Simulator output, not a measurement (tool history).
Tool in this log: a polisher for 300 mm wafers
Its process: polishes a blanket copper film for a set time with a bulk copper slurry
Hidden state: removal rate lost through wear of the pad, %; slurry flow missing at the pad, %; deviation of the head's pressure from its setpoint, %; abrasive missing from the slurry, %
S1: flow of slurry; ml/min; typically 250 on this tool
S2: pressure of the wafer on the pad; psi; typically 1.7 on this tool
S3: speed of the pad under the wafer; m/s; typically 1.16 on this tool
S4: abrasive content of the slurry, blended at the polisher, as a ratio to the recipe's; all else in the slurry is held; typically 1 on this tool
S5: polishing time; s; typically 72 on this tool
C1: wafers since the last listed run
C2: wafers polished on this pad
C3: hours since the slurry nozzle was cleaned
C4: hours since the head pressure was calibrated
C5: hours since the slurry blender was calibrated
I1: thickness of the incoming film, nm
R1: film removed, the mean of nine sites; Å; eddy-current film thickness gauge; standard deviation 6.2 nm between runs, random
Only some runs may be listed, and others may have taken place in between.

run     day   S1   S2    S3    S4  S5   C1    C2     C3     C4     C5      I1    R1
  1       0  250  1.7  1.16     1  55    0  1151  577.3    127  329.3  1999.8  3530
      0.425  -- slurry nozzle cleaned
  2   2.042  250  1.7  1.16     1  72  422  1573   38.8    176  378.3  1993.3  4612
      2.642  -- slurry blender recalibrated
  3   3.542  250  1.7  1.16     1  72  299  1873   74.8    212   21.6  2003.8  4793
      5.029  -- worn pad replaced by a new one
  4   5.475  250  1.7  1.16     1  72  373    94  121.2  258.4     68  1984.1  4767
  5    8.65  250  1.7  1.16     1  72  671   765  197.4  334.6  144.2  2006.9  4672
  6  11.183  250  1.7  1.16     1  72  535  1300  258.2  395.4    205  2007.1  4715
  7  13.992  205  1.5  1.16     1  72  593  1894  325.6  462.8  272.4  2007.3  4232
     15.454  -- worn pad replaced by a new one
  8  18.296  205  1.5  1.16     1  72  874   600  428.9  566.1  375.7  2015.1  4293
     18.417  -- slurry blender recalibrated
     21.325  -- slurry nozzle cleaned
  9  21.404  205  1.5  1.16     1  72  630  1231    1.9  640.7   71.7  2020.8  4075
     24.479  -- slurry blender recalibrated, repeated, since the last time left the tool worse
     24.775  -- worn pad replaced by a new one
 10  25.017  250  1.5  1.16  1.15  72  710    50   88.6  727.4   12.9  2006.3  4481
 11  27.625  250  1.7  1.16     1  72  551   602  151.2    790   75.5  2019.4  4681
 12  29.562  220  2.2  1.16     1  72  409  1011  197.7  836.5    122    2009  5545
     33.975  -- worn pad replaced by a new one
 13  33.996  250  1.7  1.16     1  72  901     4  304.1  942.9  228.4  2023.3  4692
     34.808  -- head pressure recalibrated
 14  36.562  170  1.4  1.32     1  62  524   529  365.7   42.1    290  2029.8  3914
 15  40.692  250  1.7  1.16     1  51  872  1401  464.8  141.2  389.1  1995.8  3225
     41.996  -- slurry blender recalibrated
 16  43.292  225  1.7  1.16     1  72  531  1933  527.2  203.6   31.1  2005.5  4741
     43.888  -- worn pad replaced by a new one
 17  46.579  250  1.7  1.16     1  72  659   568  606.1  282.5    110  2028.4  4730
     47.138  -- slurry nozzle cleaned
 18  49.442  250  1.7   1.5     1  56  596  1165   55.3  351.2  178.7  1993.6  4463

Alternative continuations, all from the tool just after run 18; predict every row:
  A  49.458  250  1.7  1.16   1  72   3  1168  55.7  351.6  179.1  2026.5   ?
  B  49.458  250  2.1  1.16   1  58   3  1168  55.7  351.6  179.1  2026.5   ?
  C  49.458  315    2  1.16   1  63   3  1168  55.7  351.6  179.1  2026.5   ?
  D  49.458  250  1.7  1.16   1  86   3  1168  55.7  351.6  179.1  2026.5   ?

run    R1
  A  4624
  B  4251
  C  4539
  D  5523
With the hidden condition removed and each run's random variation left untouched, the same runs would have given:
run    R1
  A  4718
  B  4337
  C  4632
  D  5636

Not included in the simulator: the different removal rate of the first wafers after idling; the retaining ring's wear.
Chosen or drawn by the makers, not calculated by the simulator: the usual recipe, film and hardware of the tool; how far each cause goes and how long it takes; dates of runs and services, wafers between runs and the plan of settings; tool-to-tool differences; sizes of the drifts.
